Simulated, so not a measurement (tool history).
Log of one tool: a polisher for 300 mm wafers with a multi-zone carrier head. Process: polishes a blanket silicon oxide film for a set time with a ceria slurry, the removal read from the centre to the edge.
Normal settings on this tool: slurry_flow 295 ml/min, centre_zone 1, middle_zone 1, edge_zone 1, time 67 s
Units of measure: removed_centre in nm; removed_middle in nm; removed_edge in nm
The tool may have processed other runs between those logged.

run,hour,slurry_flow,centre_zone,middle_zone,edge_zone,time,wafers since the last listed run,wafers polished on this pad,hours since the slurry nozzle was cleaned,hours since the centre zone pressure was calibrated,hours since the edge zone pressure was calibrated,hours since the carrier head's membrane was replaced,"incoming thickness of the incoming film, nm",removed_centre,removed_middle,removed_edge
1,0,295,0.91,1,1.07,67,0,23,117.1,1020.9,374.1,908.4,1587.2,421.4,455.6,498.6
2,15.2,295,0.91,1,1.07,67,149,173,132.3,1036.1,389.3,923.6,1579.2,404.7,456.1,475.4
3,23.6,295,0.91,1,1.07,67,82,256,140.7,1044.5,397.7,932,1559.4,400.7,441.8,457
4,31.1,295,1,1,1,67,73,330,148.2,1052,405.2,939.5,1594.7,440,440.1,452.3
5,48.8,295,1,1,1,67,174,504,165.9,1069.7,422.9,957.2,1578.4,437.5,439.6,449.7
6,55.7,295,1,1,1,67,67,572,172.8,1076.6,429.8,964.1,1587.9,435.3,440.4,454.4
# hour 70: worn pad replaced by a new one
7,70.5,355,1.04,1,1,67,106,5,187.6,1091.4,444.6,978.9,1605.2,440.1,429.6,440.7
# hour 85.2: edge zone pressure recalibrated
8,87.2,295,1,1,0.94,86,144,149,204.3,1108.1,2,995.6,1558.3,515.1,504.4,514.6
9,96.1,295,1,1,1,50,87,237,213.2,1117,10.9,1004.5,1583.1,298.4,308,308.6
# hour 113.8: worn pad replaced by a new one, repeated, since the last time left the tool worse
# hour 125.6: carrier head's membrane replaced by a new one
# hour 130: centre zone pressure recalibrated
# hour 132.8: slurry nozzle cleaned
10,135.5,295,1,1,1,67,269,134,2.7,5.5,50.3,9.9,1562.8,448,448.3,459.2
11,150.4,325,0.89,0.9,1,47,146,281,17.6,20.4,65.2,24.8,1565.5,272.3,286.3,322.5
12,159.2,295,1.09,1,1,67,86,368,26.4,29.2,74,33.6,1552.5,476.6,426,438.7
13,176,295,1,1,1.08,67,165,533,43.2,46,90.8,50.4,1595.9,428.1,444.9,460

The next listed run, before its measurement:
14,182,355,1,1.05,1,50,59,592,49.2,52,96.8,56.4,1611,?,?,?

removed_centre: 323.3 nm
removed_middle: 341.7 nm
removed_edge: 335.5 nm
Minus the tool's unlogged condition, the same run would have read removed_centre 346.6 nm, removed_middle 366.3 nm, removed_edge 359.6 nm.
